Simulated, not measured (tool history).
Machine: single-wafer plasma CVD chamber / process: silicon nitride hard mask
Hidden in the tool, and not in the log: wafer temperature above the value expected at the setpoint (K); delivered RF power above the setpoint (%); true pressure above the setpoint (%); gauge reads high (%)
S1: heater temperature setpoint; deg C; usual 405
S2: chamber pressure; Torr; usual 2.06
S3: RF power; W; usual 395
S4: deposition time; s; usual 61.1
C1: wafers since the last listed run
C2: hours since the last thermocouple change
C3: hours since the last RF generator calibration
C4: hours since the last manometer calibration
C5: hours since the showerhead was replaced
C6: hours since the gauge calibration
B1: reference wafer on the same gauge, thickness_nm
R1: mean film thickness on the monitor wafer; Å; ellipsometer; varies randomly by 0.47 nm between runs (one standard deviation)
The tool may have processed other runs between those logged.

{"run": 1, "hour": 0.0, "S1": 405, "S2": 1.74, "S3": 395, "S4": 65.3, "C1": 0, "C2": 608.2, "C3": 678.1, "C4": 844.5, "C5": 2039.4, "C6": 1218.9, "B1": 88.135, "R1": 885.65}
{"run": 2, "hour": 203.2, "S1": 405, "S2": 1.74, "S3": 395, "S4": 65.3, "C1": 3250, "C2": 811.4, "C3": 881.3, "C4": 1047.7, "C5": 2242.6, "C6": 1422.1, "B1": 88.46, "R1": 874.1}
{"hour": 250.3, "done": "capacitance manometer re-zeroed and calibrated"}
{"run": 3, "hour": 255.9, "S1": 405, "S2": 2.06, "S3": 395, "S4": 61.1, "C1": 715, "C2": 864.1, "C3": 934.0, "C4": 5.6, "C5": 2295.3, "C6": 1474.8, "B1": 88.304, "R1": 868.95}
{"hour": 310.8, "done": "RF generator calibrated"}
{"run": 4, "hour": 350.3, "S1": 405, "S2": 2.06, "S3": 395, "S4": 61.1, "C1": 1382, "C2": 958.5, "C3": 39.5, "C4": 100.0, "C5": 2389.7, "C6": 1569.2, "B1": 88.311, "R1": 887.29}
{"run": 5, "hour": 426.4, "S1": 405, "S2": 2.06, "S3": 445, "S4": 61.1, "C1": 1217, "C2": 1034.6, "C3": 115.6, "C4": 176.1, "C5": 2465.8, "C6": 1645.3, "B1": 88.402, "R1": 955.48}
{"run": 6, "hour": 463.3, "S1": 405, "S2": 2.06, "S3": 395, "S4": 61.1, "C1": 590, "C2": 1071.5, "C3": 152.5, "C4": 213.0, "C5": 2502.7, "C6": 1682.2, "B1": 88.273, "R1": 882.1}
{"run": 7, "hour": 501.6, "S1": 405, "S2": 2.06, "S3": 395, "S4": 61.1, "C1": 612, "C2": 1109.8, "C3": 190.8, "C4": 251.3, "C5": 2541.0, "C6": 1720.5, "B1": 88.2, "R1": 878.18}
{"run": 8, "hour": 570.7, "S1": 405, "S2": 2.06, "S3": 395, "S4": 61.1, "C1": 1105, "C2": 1178.9, "C3": 259.9, "C4": 320.4, "C5": 2610.1, "C6": 1789.6, "B1": 88.251, "R1": 871.33}
{"run": 9, "hour": 802.5, "S1": 411, "S2": 2.06, "S3": 395, "S4": 61.1, "C1": 3708, "C2": 1410.7, "C3": 491.7, "C4": 552.2, "C5": 2841.9, "C6": 2021.4, "B1": 88.169, "R1": 859.1}
{"run": 10, "hour": 848.5, "S1": 411, "S2": 2.06, "S3": 395, "S4": 61.1, "C1": 735, "C2": 1456.7, "C3": 537.7, "C4": 598.2, "C5": 2887.9, "C6": 2067.4, "B1": 88.445, "R1": 872.56}
{"hour": 905.2, "done": "thermocouple changed; heater temperature recalibrated"}
{"run": 11, "hour": 938.0, "S1": 411, "S2": 2.06, "S3": 395, "S4": 61.1, "C1": 1303, "C2": 32.8, "C3": 627.2, "C4": 687.7, "C5": 2977.4, "C6": 2156.9, "B1": 88.313, "R1": 859.85}
{"run": 12, "hour": 1029.1, "S1": 405, "S2": 2.06, "S3": 395, "S4": 58.0, "C1": 1457, "C2": 123.9, "C3": 718.3, "C4": 778.8, "C5": 3068.5, "C6": 2248.0, "B1": 88.191, "R1": 825.62}
{"run": 13, "hour": 1133.6, "S1": 405, "S2": 2.06, "S3": 450, "S4": 61.1, "C1": 1671, "C2": 228.4, "C3": 822.8, "C4": 883.3, "C5": 3173.0, "C6": 2352.5, "B1": 88.273, "R1": 950.84}
{"hour": 1196.6, "done": "RF generator calibrated"}
{"hour": 1340.2, "done": "capacitance manometer re-zeroed and calibrated"}
{"run": 14, "hour": 1340.7, "S1": 405, "S2": 2.06, "S3": 395, "S4": 61.1, "C1": 3057, "C2": 435.5, "C3": 144.1, "C4": 0.5, "C5": 3380.1, "C6": 2559.6, "B1": 88.324, "R1": 876.08}
{"hour": 1376.4, "done": "showerhead replaced"}
{"run": 15, "hour": 1424.0, "S1": 405, "S2": 1.54, "S3": 470, "S4": 61.1, "C1": 1204, "C2": 518.8, "C3": 227.4, "C4": 83.8, "C5": 47.6, "C6": 2642.9, "B1": 88.24, "R1": 902.57}
{"run": 16, "hour": 1503.1, "S1": 395, "S2": 2.55, "S3": 395, "S4": 71.9, "C1": 1265, "C2": 597.9, "C3": 306.5, "C4": 162.9, "C5": 126.7, "C6": 2722.0, "B1": 88.331, "R1": 1092.28}
{"run": 17, "hour": 1559.0, "S1": 411, "S2": 1.55, "S3": 455, "S4": 53.2, "C1": 894, "C2": 653.8, "C3": 362.4, "C4": 218.8, "C5": 182.6, "C6": 2777.9, "B1": 88.208, "R1": 770.51}
{"run": 18, "hour": 1652.7, "S1": 405, "S2": 2.06, "S3": 395, "S4": 61.1, "C1": 1499, "C2": 747.5, "C3": 456.1, "C4": 312.5, "C5": 276.3, "C6": 2871.6, "B1": 88.269, "R1": 863.67}
{"run": 19, "hour": 1713.0, "S1": 391, "S2": 2.22, "S3": 345, "S4": 66.9, "C1": 964, "C2": 807.8, "C3": 516.4, "C4": 372.8, "C5": 336.6, "C6": 2931.9, "B1": 88.212, "R1": 877.49}
{"hour": 1743.8, "done": "gauge calibrated"}
{"run": 20, "hour": 1809.7, "S1": 405, "S2": 1.61, "S3": 325, "S4": 70.4, "C1": 1547, "C2": 904.5, "C3": 613.1, "C4": 469.5, "C5": 433.3, "C6": 65.9, "B1": 88.21, "R1": 798.16}
{"run": 21, "hour": 1856.8, "S1": 405, "S2": 2.06, "S3": 435, "S4": 61.1, "C1": 753, "C2": 951.6, "C3": 660.2, "C4": 516.6, "C5": 480.4, "C6": 113.0, "B1": 88.355, "R1": 933.98}
{"run": 22, "hour": 1897.0, "S1": 412, "S2": 1.82, "S3": 395, "S4": 61.1, "C1": 643, "C2": 991.8, "C3": 700.4, "C4": 556.8, "C5": 520.6, "C6": 153.2, "B1": 88.347, "R1": 834.56}
{"run": 23, "hour": 1973.2, "S1": 405, "S2": 2.2, "S3": 395, "S4": 61.1, "C1": 1219, "C2": 1068.0, "C3": 776.6, "C4": 633.0, "C5": 596.8, "C6": 229.4, "B1": 88.314, "R1": 873.76}
{"run": 24, "hour": 2011.4, "S1": 419, "S2": 1.67, "S3": 395, "S4": 61.1, "C1": 611, "C2": 1106.2, "C3": 814.8, "C4": 671.2, "C5": 635.0, "C6": 267.6, "B1": 88.266, "R1": 807.8}
{"hour": 2224.6, "done": "RF generator calibrated"}
{"run": 25, "hour": 2247.9, "S1": 405, "S2": 2.06, "S3": 395, "S4": 61.1, "C1": 3655, "C2": 1342.7, "C3": 23.3, "C4": 907.7, "C5": 871.5, "C6": 504.1, "B1": 88.242, "R1": 891.21}
{"run": 26, "hour": 2300.9, "S1": 405, "S2": 2.06, "S3": 455, "S4": 49.3, "C1": 847, "C2": 1395.7, "C3": 76.3, "C4": 960.7, "C5": 924.5, "C6": 557.1, "B1": 88.309, "R1": 790.18}
{"hour": 2325.7, "done": "thermocouple changed; heater temperature recalibrated"}
{"hour": 2375.1, "done": "capacitance manometer re-zeroed and calibrated"}
{"run": 27, "hour": 2381.3, "S1": 413, "S2": 2.2, "S3": 415, "S4": 71.0, "C1": 1030, "C2": 55.6, "C3": 156.7, "C4": 6.2, "C5": 1004.9, "C6": 637.5, "B1": 88.268, "R1": 1077.15}
{"run": 28, "hour": 2454.1, "S1": 405, "S2": 1.55, "S3": 395, "S4": 55.6, "C1": 1164, "C2": 128.4, "C3": 229.5, "C4": 79.0, "C5": 1077.7, "C6": 710.3, "B1": 88.321, "R1": 736.7}
{"run": 29, "hour": 2531.0, "S1": 405, "S2": 2.06, "S3": 395, "S4": 61.1, "C1": 1230, "C2": 205.3, "C3": 306.4, "C4": 155.9, "C5": 1154.6, "C6": 787.2, "B1": 88.42, "R1": 885.73}

What if the next run were any one of these 3? Each begins from the tool's condition after run 29:
{"run": "A", "hour": 2531.4, "S1": 405, "S2": 2.44, "S3": 395, "S4": 61.1, "C1": 6, "C2": 205.7, "C3": 306.8, "C4": 156.3, "C5": 1155.0, "C6": 787.6, "B1": "?", "R1": "?"}
{"run": "B", "hour": 2531.4, "S1": 392, "S2": 2.06, "S3": 320, "S4": 53.1, "C1": 6, "C2": 205.7, "C3": 306.8, "C4": 156.3, "C5": 1155.0, "C6": 787.6, "B1": "?", "R1": "?"}
{"run": "C", "hour": 2531.4, "S1": 391, "S2": 2.47, "S3": 445, "S4": 68.3, "C1": 6, "C2": 205.7, "C3": 306.8, "C4": 156.3, "C5": 1155.0, "C6": 787.6, "B1": "?", "R1": "?"}

run=A B1=88.212 R1=920.08
run=B B1=88.212 R1=648.61
run=C B1=88.212 R1=1130.22
Without the tool's hidden state the same runs would have given:
run=A R1=936.10
run=B R1=661.10
run=C R1=1149.08
